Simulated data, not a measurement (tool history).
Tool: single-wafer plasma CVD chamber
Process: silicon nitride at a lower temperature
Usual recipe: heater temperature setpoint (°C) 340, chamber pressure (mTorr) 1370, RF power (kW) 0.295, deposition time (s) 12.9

run,hour,heater temperature setpoint (°C),chamber pressure (mTorr),RF power (kW),deposition time (s),wafers since the last listed run,hours since the last thermocouple change,hours since the last RF generator calibration,hours since the last manometer calibration,hours since the showerhead was replaced,hours since the gauge calibration,"read-back reference wafer on the same gauge, thickness_nm",mean film thickness on the monitor wafer (Å)
1,0.0,334,1370,0.295,12.9,0,2404.8,2114.2,1468.3,8536.1,211.3,17.297,145.22
2,25.8,340,1370,0.325,13.9,497,2430.6,2140.0,1494.1,8561.9,237.1,17.305,167.49
3,102.2,340,1370,0.325,13.9,1474,2507.0,2216.4,1570.5,8638.3,313.5,17.301,166.85
4,121.4,340,1370,0.325,13.9,370,2526.2,2235.6,1589.7,8657.5,332.7,17.303,166.47
5,157.0,340,1370,0.295,12.9,687,2561.8,2271.2,1625.3,8693.1,368.3,17.300,143.73
6,177.9,340,1370,0.295,12.9,403,2582.7,2292.1,1646.2,8714.0,389.2,17.297,143.69
7,201.4,340,1370,0.335,11.9,453,2606.2,2315.6,1669.7,8737.5,412.7,17.297,144.51
# hour 202.9: gauge calibrated
# hour 215.9: showerhead replaced, of another model than before
8,224.2,340,1370,0.295,12.9,285,2629.0,2338.4,1692.5,8.3,21.3,17.297,139.70
# hour 241.1: thermocouple changed; heater temperature recalibrated
9,242.4,346,1050,0.245,13.7,196,1.3,2356.6,1710.7,26.5,39.5,17.294,111.79
10,258.5,340,1370,0.335,11.9,310,17.4,2372.7,1726.8,42.6,55.6,17.301,144.99
# hour 280.2: RF generator calibrated
# hour 286.2: capacitance manometer re-zeroed and calibrated
11,286.7,340,1370,0.295,12.9,274,45.6,6.5,0.5,70.8,83.8,17.295,153.03
12,334.1,334,1070,0.295,12.9,914,93.0,53.9,47.9,118.2,131.2,17.297,143.22
13,360.9,340,1370,0.275,13.5,517,119.8,80.7,74.7,145.0,158.0,17.293,149.50
14,382.5,340,1100,0.295,12.9,416,141.4,102.3,96.3,166.6,179.6,17.301,144.57
15,408.7,326,1370,0.295,12.9,505,167.6,128.5,122.5,192.8,205.8,17.293,153.35

What if the next run were any one of these 5? Each begins from the tool's condition after run 15:
A,409.1,340,1370,0.295,11.3,7,168.0,128.9,122.9,193.2,206.2,?,?
B,409.1,330,1180,0.345,10.7,7,168.0,128.9,122.9,193.2,206.2,?,?
C,409.1,340,1370,0.260,12.2,7,168.0,128.9,122.9,193.2,206.2,?,?
D,409.1,333,1610,0.350,14.0,7,168.0,128.9,122.9,193.2,206.2,?,?
E,409.1,327,1620,0.295,10.7,7,168.0,128.9,122.9,193.2,206.2,?,?

run,"read-back reference wafer on the same gauge, thickness_nm",mean film thickness on the monitor wafer (Å)
A,17.297,133.28
B,17.297,140.41
C,17.297,126.40
D,17.297,201.33
E,17.297,132.49
Had the tool no hidden state, the same runs would have come out as:
run,mean film thickness on the monitor wafer (Å)
A,133.43
B,140.56
C,126.55
D,201.55
E,132.65
